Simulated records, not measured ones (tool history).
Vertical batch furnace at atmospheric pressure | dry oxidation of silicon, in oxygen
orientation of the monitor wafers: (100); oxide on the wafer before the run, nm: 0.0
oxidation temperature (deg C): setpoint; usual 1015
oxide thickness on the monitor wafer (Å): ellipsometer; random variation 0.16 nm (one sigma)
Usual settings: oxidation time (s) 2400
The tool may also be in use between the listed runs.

| run | day | oxidation temperature (deg C) | oxidation time (s) | wafers since the last listed run | hours since the last temperature calibration | hours since the boat lift was adjusted | hours since the gauge calibration | read-back reference wafer on the same gauge, thickness | oxide thickness on the monitor wafer (Å) |
|---|---|---|---|---|---|---|---|---|---|
| 1 | 0 | 1015 | 2400 | 0 | 1463.9 | 4809.9 | 1289.5 | 44.43 | 432.9 |
| 2 | 2.067 | 1015 | 2400 | 531 | 1513.5 | 4859.5 | 1339.1 | 44.33 | 434.1 |
| 3 | 4.967 | 1015 | 2400 | 745 | 1583.1 | 4929.1 | 1408.7 | 44.4 | 433.9 |
| 4 | 6.967 | 1027 | 2400 | 514 | 1631.1 | 4977.1 | 1456.7 | 44.4 | 480.9 |
| 5 | 8.838 | 1027 | 2400 | 481 | 1676 | 5022 | 1501.6 | 44.4 | 485.1 |
| 6 | 10.925 | 1015 | 2400 | 536 | 1726.1 | 5072.1 | 1551.7 | 44.45 | 435.3 |
| 7 | 13.671 | 1015 | 2400 | 706 | 1792 | 5138 | 1617.6 | 44.39 | 432.4 |
| 8 | 16.146 | 1015 | 2400 | 636 | 1851.4 | 5197.4 | 1677 | 44.4 | 438.9 |
| 9 | 18.133 | 1000 | 2910 | 511 | 1899.1 | 5245.1 | 1724.7 | 44.37 | 430.6 |
| 10 | 20.2 | 1000 | 2910 | 531 | 1948.7 | 5294.7 | 1774.3 | 44.41 | 430.1 |
| 11 | 22.808 | 1000 | 2910 | 670 | 2011.3 | 5357.3 | 1836.9 | 44.36 | 429.6 |
| 12 | 24.742 | 1015 | 2400 | 497 | 2057.7 | 5403.7 | 1883.3 | 44.37 | 440.2 |
|  | 26.212 | gauge calibrated |
| 13 | 27.725 | 1015 | 2400 | 767 | 2129.3 | 5475.3 | 36.3 | 44.45 | 439.7 |
| 14 | 28.8 | 1015 | 2400 | 276 | 2155.1 | 5501.1 | 62.1 | 44.4 | 439.9 |
|  | 32.883 | boat lift adjusted |
| 15 | 32.904 | 1015 | 2400 | 798 | 2253.6 | 0.5 | 160.6 | 44.43 | 439.2 |
| 16 | 33.838 | 1015 | 2400 | 240 | 2276 | 22.9 | 183 | 44.48 | 443.5 |
|  | 36.442 | thermocouples replaced and temperature profile calibrated |
| 17 | 36.554 | 1030 | 3300 | 441 | 2.7 | 88.1 | 248.2 | 44.4 | 630.7 |
| 18 | 38.883 | 1030 | 1200 | 599 | 58.6 | 144 | 304.1 | 44.41 | 344.3 |
| 19 | 41.104 | 997 | 3210 | 571 | 111.9 | 197.3 | 357.4 | 44.38 | 459.8 |
| 20 | 43.104 | 1039 | 2760 | 514 | 159.9 | 245.3 | 405.4 | 44.41 | 612.2 |
| 21 | 45.188 | 1015 | 2400 | 535 | 209.9 | 295.3 | 455.4 | 44.44 | 452.9 |
|  | 47.383 | thermocouples replaced and temperature profile calibrated, repeated, since the last time left the tool worse |
| 22 | 47.404 | 1036 | 3150 | 312 | 0.5 | 348.5 | 508.6 | 44.41 | 613.8 |
| 23 | 54.308 | 1007 | 3030 | 1775 | 166.2 | 514.2 | 674.3 | 44.51 | 458.2 |
| 24 | 56.929 | 999 | 3390 | 674 | 229.1 | 577.1 | 737.2 | 44.29 | 455.6 |
| 25 | 58.871 | 1032 | 3240 | 499 | 275.7 | 623.7 | 783.8 | 44.46 | 604.5 |
| 26 | 59.954 | 1029 | 2400 | 278 | 301.7 | 649.7 | 809.8 | 44.41 | 485.7 |
| 27 | 62.492 | 1015 | 3450 | 652 | 362.6 | 710.6 | 870.7 | 44.4 | 536.4 |
| 28 | 67.729 | 1015 | 2400 | 1347 | 488.3 | 836.3 | 996.4 | 44.43 | 431.8 |
| 29 | 69.004 | 1015 | 3390 | 327 | 518.9 | 866.9 | 1027 | 44.45 | 531 |
| 30 | 70.958 | 991 | 2400 | 502 | 565.8 | 913.8 | 1073.9 | 44.38 | 340.7 |
| 31 | 73.633 | 1015 | 1830 | 688 | 630 | 978 | 1138.1 | 44.47 | 362.7 |

The same runs without the tool's hidden state, with the same run-to-run variation:
The hidden state here: true tube temperature minus thermocouple reading, K; monitor wafer colder than the profiled boat position, K; gauge reads high (%).
| run | oxide thickness on the monitor wafer (Å) |
|---|---|
| 1 | 427.3 |
| 2 | 428.1 |
| 3 | 427.4 |
| 4 | 473.4 |
| 5 | 477.1 |
| 6 | 427.6 |
| 7 | 424.2 |
| 8 | 430.1 |
| 9 | 420.6 |
| 10 | 419.7 |
| 11 | 418.5 |
| 12 | 429.3 |
| 13 | 428.1 |
| 14 | 428.1 |
| 15 | 426.3 |
| 16 | 430.2 |
| 17 | 595.7 |
| 18 | 326 |
| 19 | 430.9 |
| 20 | 578.9 |
| 21 | 427 |
| 22 | 612.7 |
| 23 | 457.2 |
| 24 | 454.5 |
| 25 | 603.1 |
| 26 | 484.6 |
| 27 | 534.9 |
| 28 | 430.3 |
| 29 | 529.1 |
| 30 | 339.3 |
| 31 | 361.2 |

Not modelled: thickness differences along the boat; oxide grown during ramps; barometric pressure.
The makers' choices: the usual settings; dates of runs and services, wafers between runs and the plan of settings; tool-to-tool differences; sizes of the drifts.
